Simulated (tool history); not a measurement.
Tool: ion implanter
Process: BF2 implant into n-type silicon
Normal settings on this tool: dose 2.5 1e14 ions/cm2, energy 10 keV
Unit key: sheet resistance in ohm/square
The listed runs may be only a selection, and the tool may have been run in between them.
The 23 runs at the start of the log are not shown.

run    hour  dose  energy  wafers since the last listed run  hours since the last dose calibration  hours since the extraction supply was calibrated  hours since the gauge calibration  read-back reference wafer on the same gauge, sheet resistance  sheet resistance
 24  1608.7   2.5      10                              2020                                  121.4                                             385.3                              583.5                                                         522.25             454.3
 25  1662.3     2     8.5                              1156                                    175                                             438.9                              637.1                                                         521.67            562.82
 26  1724.1   2.5      10                              1333                                  236.8                                             500.7                              698.9                                                         521.38            453.09
 27  1786.9  2.84    11.5                              1355                                  299.6                                             563.5                              761.7                                                         521.96            400.85
 28  1836.3  2.81     6.5                              1066                                    349                                             612.9                              811.1                                                         521.51            445.52
 29  1942.6  3.19      12                              2294                                  455.3                                             719.2                              917.4                                                         520.88            363.86
 30  1997.3   2.5      10                              1180                                    510                                             773.9                              972.1                                                         520.04             451.2
 31  2089.1  3.09      10                              1981                                  601.8                                             865.7                             1063.9                                                         520.16            381.05
 32  2160.3   2.5      10                              1536                                    673                                             936.9                             1135.1                                                         518.79             449.7
 33  2209.7  3.24      13                              1066                                  722.4                                             986.3                             1184.5                                                         518.47            354.08
 34  2314.9  3.12    12.5                              2270                                  827.6                                            1091.5                             1289.7                                                         517.92            366.42
 35  2381.4  2.81      10                              1435                                  894.1                                              1158                             1356.2                                                            518            410.24
 36  2438.2   2.5       8                              1225                                  950.9                                            1214.8                               1413                                                         517.86            464.14

Below are 5 alternative next runs, each starting from the tool's condition after run 36. Predict each:
  A  2438.6   2.5      10                                 8                                  951.3                                            1215.2                             1413.4                                                              ?                 ?
  B  2438.6  2.13       8                                 8                                  951.3                                            1215.2                             1413.4                                                              ?                 ?
  C  2438.6  3.18      10                                 8                                  951.3                                            1215.2                             1413.4                                                              ?                 ?
  D  2438.6  2.18       8                                 8                                  951.3                                            1215.2                             1413.4                                                              ?                 ?
  E  2438.6     3      13                                 8                                  951.3                                            1215.2                             1413.4                                                              ?                 ?

run  read-back reference wafer on the same gauge, sheet resistance  sheet resistance
  A                                                         518.21            450.09
  B                                                         518.21            530.55
  C                                                         518.21            371.68
  D                                                         518.21            520.23
  E                                                         518.21            375.47
With no hidden state in the tool, these same runs would have given:
run  sheet resistance
  A            455.14
  B            536.51
  C            375.85
  D            526.07
  E            379.68

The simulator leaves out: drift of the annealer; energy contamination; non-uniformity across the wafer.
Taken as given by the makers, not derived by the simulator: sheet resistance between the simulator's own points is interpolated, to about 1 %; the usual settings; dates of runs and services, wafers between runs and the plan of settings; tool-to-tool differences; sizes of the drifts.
